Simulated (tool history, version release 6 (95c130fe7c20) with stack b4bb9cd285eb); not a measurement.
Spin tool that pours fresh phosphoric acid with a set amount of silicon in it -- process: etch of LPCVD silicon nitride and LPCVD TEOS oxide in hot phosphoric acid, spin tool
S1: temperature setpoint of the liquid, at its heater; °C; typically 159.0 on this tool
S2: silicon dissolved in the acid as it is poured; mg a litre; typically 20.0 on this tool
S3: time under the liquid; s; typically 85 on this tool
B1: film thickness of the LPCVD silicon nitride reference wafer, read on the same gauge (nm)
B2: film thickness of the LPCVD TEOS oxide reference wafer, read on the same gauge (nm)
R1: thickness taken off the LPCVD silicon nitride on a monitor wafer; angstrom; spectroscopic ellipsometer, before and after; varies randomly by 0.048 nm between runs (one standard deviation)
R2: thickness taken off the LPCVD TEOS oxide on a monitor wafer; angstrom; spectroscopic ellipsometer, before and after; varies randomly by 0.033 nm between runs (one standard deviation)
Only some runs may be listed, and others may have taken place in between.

run,hour,S1,S2,S3,B1,B2,R1,R2
1,0.0,161.5,20.0,85,140.01,70.038,72.4,2.75
2,27.0,161.5,20.0,85,140.02,69.993,71.9,2.59
3,60.2,159.0,30.0,60,140.02,69.994,46.8,0.92
4,74.0,159.0,30.0,60,139.97,69.993,46.3,1.14
5,100.5,159.0,30.0,85,140.04,69.990,66.0,1.38
6,116.3,159.0,30.0,85,139.99,69.971,66.0,1.69
# hour 165.1: gauge calibrated
# hour 175.4: heated supply line repaired
7,191.8,159.0,20.0,85,140.00,70.008,59.5,2.03
# hour 203.4: dissolved silicon flow meter replaced
8,208.5,159.0,6.0,130,140.03,69.993,91.8,3.20
9,221.8,159.0,20.0,85,139.99,70.019,59.5,2.30
# hour 230.2: thermometer replaced
# hour 255.0: heated supply line repaired, repeated, since the last time left the tool worse
10,281.5,161.5,8.5,100,139.99,70.013,89.5,3.80
11,313.1,161.5,4.5,85,139.97,69.978,75.4,3.51
12,337.7,161.0,30.5,85,140.00,69.966,74.7,1.92
13,368.7,159.0,30.0,85,140.03,69.984,69.6,1.54
14,400.5,159.0,29.5,45,140.00,70.018,36.9,0.93

The same runs without the tool's hidden state, with the same run-to-run variation:
Unlogged tool condition in this case: liquid hotter than its thermometer reads (K); dissolved silicon flow above the setpoint (%); temperature lost on the way to the wafer (K); gauge reads high (%).
run,R1,R2
1,77.7,3.22
2,77.3,3.04
3,50.5,1.10
4,50.2,1.35
5,71.7,1.65
6,71.8,2.04
7,71.5,2.92
8,110.5,4.61
9,71.8,3.33
10,91.4,3.97
11,77.3,3.70
12,76.7,2.04
13,71.7,1.65
14,38.1,1.00
